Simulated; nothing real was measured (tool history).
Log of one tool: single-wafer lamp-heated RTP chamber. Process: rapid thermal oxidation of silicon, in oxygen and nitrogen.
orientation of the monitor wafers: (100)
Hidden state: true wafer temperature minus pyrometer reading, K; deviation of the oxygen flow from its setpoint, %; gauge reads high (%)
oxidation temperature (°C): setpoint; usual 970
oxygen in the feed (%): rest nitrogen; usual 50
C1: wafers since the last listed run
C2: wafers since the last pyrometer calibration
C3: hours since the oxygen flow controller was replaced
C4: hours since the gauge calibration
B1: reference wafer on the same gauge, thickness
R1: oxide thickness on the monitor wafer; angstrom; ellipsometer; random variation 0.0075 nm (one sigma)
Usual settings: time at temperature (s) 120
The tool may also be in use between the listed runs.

Run 1, hour 0.0: usual settings but oxygen in the feed (%) 34; C1 0; C2 2658; C3 6459.2; C4 650.6; B1 4.869. Result: R1 44.40 angstrom.
Run 2, hour 40.1: usual settings but oxygen in the feed (%) 34; C1 588; C2 3247; C3 6499.3; C4 690.7; B1 4.869. Result: R1 44.57 angstrom.
At hour 64.6: pyrometer window cleaned and pyrometer calibrated.
Run 3, hour 84.0: usual settings but time at temperature (s) 83; C1 526; C2 284; C3 6543.2; C4 734.6; B1 4.868. Result: R1 42.63 angstrom.
Run 4, hour 111.4: usual settings but time at temperature (s) 83; C1 402; C2 686; C3 6570.6; C4 762.0; B1 4.869. Result: R1 42.65 angstrom.
Run 5, hour 170.8: usual settings but time at temperature (s) 142; C1 871; C2 1558; C3 6630.0; C4 821.4; B1 4.870. Result: R1 53.73 angstrom.
Run 6, hour 205.9: usual settings but time at temperature (s) 142; C1 515; C2 2073; C3 6665.1; C4 856.5; B1 4.870. Result: R1 54.04 angstrom.
At hour 272.7: pyrometer window cleaned and pyrometer calibrated.
Run 7, hour 273.2: usual settings but time at temperature (s) 142; C1 870; C2 7; C3 6732.4; C4 923.8; B1 4.868. Result: R1 53.66 angstrom.
Run 8, hour 301.6: usual settings; C1 416; C2 424; C3 6760.8; C4 952.2; B1 4.872. Result: R1 49.71 angstrom.
Run 9, hour 335.5: usual settings; C1 497; C2 921; C3 6794.7; C4 986.1; B1 4.870. Result: R1 49.81 angstrom.
Run 10, hour 404.3: usual settings; C1 1009; C2 1931; C3 6863.5; C4 1054.9; B1 4.871. Result: R1 49.89 angstrom.
Run 11, hour 440.0: usual settings but oxidation temperature (°C) 953; C1 523; C2 2455; C3 6899.2; C4 1090.6; B1 4.870. Result: R1 44.32 angstrom.
At hour 471.3: gauge calibrated.
At hour 488.6: pyrometer window cleaned and pyrometer calibrated.
Run 12, hour 489.1: usual settings but oxidation temperature (°C) 953; C1 603; C2 7; C3 6948.3; C4 17.8; B1 4.868. Result: R1 43.99 angstrom.
Run 13, hour 524.4: usual settings but oxygen in the feed (%) 60; C1 518; C2 525; C3 6983.6; C4 53.1; B1 4.872. Result: R1 52.79 angstrom.
Run 14, hour 552.6: usual settings but oxidation temperature (°C) 945, time at temperature (s) 78, oxygen in the feed (%) 70; C1 413; C2 939; C3 7011.8; C4 81.3; B1 4.869. Result: R1 38.77 angstrom.
Run 15, hour 610.2: usual settings but oxidation temperature (°C) 981, time at temperature (s) 70, oxygen in the feed (%) 61; C1 845; C2 1784; C3 7069.4; C4 138.9; B1 4.869. Result: R1 45.91 angstrom.
Run 16, hour 662.5: usual settings but oxidation temperature (°C) 955, time at temperature (s) 164, oxygen in the feed (%) 40; C1 767; C2 2552; C3 7121.7; C4 191.2; B1 4.872. Result: R1 47.81 angstrom.
Run 17, hour 688.0: usual settings but oxidation temperature (°C) 941; C1 374; C2 2926; C3 7147.2; C4 216.7; B1 4.870. Result: R1 40.96 angstrom.
At hour 716.7: oxygen flow controller replaced.
At hour 720.7: pyrometer window cleaned and pyrometer calibrated.
Run 18, hour 724.8: usual settings; C1 363; C2 59; C3 8.1; C4 253.5; B1 4.871. Result: R1 49.64 angstrom.
Run 19, hour 864.8: usual settings but oxygen in the feed (%) 29; C1 2054; C2 2114; C3 148.1; C4 393.5; B1 4.869. Result: R1 42.13 angstrom.
Run 20, hour 898.5: usual settings but oxidation temperature (°C) 988, time at temperature (s) 174, oxygen in the feed (%) 40; C1 494; C2 2608; C3 181.8; C4 427.2; B1 4.867. Result: R1 62.60 angstrom.
Run 21, hour 926.5: usual settings but oxidation temperature (°C) 943, time at temperature (s) 79; C1 410; C2 3019; C3 209.8; C4 455.2; B1 4.869. Result: R1 35.46 angstrom.
At hour 959.3: pyrometer window cleaned and pyrometer calibrated.
Run 22, hour 980.6: usual settings but oxidation temperature (°C) 947, time at temperature (s) 178, oxygen in the feed (%) 42; C1 676; C2 312; C3 263.9; C4 509.3; B1 4.868. Result: R1 47.01 angstrom.
Run 23, hour 1015.8: usual settings but time at temperature (s) 95; C1 516; C2 829; C3 299.1; C4 544.5; B1 4.872. Result: R1 45.16 angstrom.
Run 24, hour 1071.2: usual settings; C1 813; C2 1642; C3 354.5; C4 599.9; B1 4.869. Result: R1 49.99 angstrom.

The same runs without the tool's hidden state, with the same run-to-run variation:
run     R1
  1  43.92
  2  43.87
  3  42.53
  4  42.53
  5  53.40
  6  53.55
  7  53.65
  8  49.69
  9  49.73
 10  49.59
 11  43.91
 12  43.97
 13  52.75
 14  38.71
 15  45.67
 16  47.31
 17  40.43
 18  49.58
 19  41.82
 20  61.86
 21  35.00
 22  46.88
 23  45.00
 24  49.65

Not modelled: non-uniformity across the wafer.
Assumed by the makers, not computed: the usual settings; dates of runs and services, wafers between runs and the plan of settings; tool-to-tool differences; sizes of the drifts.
